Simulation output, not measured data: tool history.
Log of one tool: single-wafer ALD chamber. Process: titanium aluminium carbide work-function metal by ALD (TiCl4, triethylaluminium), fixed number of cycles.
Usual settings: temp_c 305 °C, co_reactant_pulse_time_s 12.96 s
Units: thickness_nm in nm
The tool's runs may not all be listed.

run   hour  temp_c  co_reactant_pulse_time_s  read-back reference wafer on the same gauge, thickness_nm  thickness_nm
  1      0     305                     12.96                                                      2.261         2.177
  2    8.2     305                     12.96                                                      2.261         2.177
  3   26.1     305                      15.5                                                       2.26         2.192
  4   34.3     305                      15.5                                                      2.259         2.188
  5   49.7     305                      15.5                                                       2.26         2.192
  6   65.2     305                     12.96                                                       2.26         2.185
  7  112.5     305                     12.96                                                      2.262         2.171
     120.7  -- showerhead replaced
  8  122.7     305                     12.96                                                      2.262         2.175
     137.1  -- thermocouple changed; heater temperature recalibrated
  9  137.6     305                     12.96                                                      2.259         2.186
 10  144.9     305                     12.96                                                      2.262         2.173
 11  159.3     305                     12.96                                                       2.26         2.184
 12  173.4     297                     12.96                                                      2.259         2.113
 13  190.6     295                     16.71                                                       2.26         2.113
 14  198.2     291                     12.96                                                       2.26         2.061
     199.9  -- gauge calibrated
 15  210.3     305                      15.5                                                      2.258         2.192
 16  217.8     305                     12.96                                                      2.259          2.18
     236.7  -- triethylaluminium bottle replaced
 17  237.2     305                     15.98                                                       2.26         2.197
 18  241.9     312                     11.24                                                      2.259         2.217
 19  280.7     301                     14.62                                                      2.261         2.165
 20  290.4     305                     12.96                                                      2.259         2.182
 21  308.3     305                     12.96                                                       2.26         2.186
 22  320.9     309                      8.51                                                      2.258         2.138

What the log doesn't show, run by run:
wafer temperature above the value expected at the setpoint (K): 0 in every run
triethylaluminium dose above that of a fresh bottle (%): 0 in every run
gauge reads high (%): 0 in every run
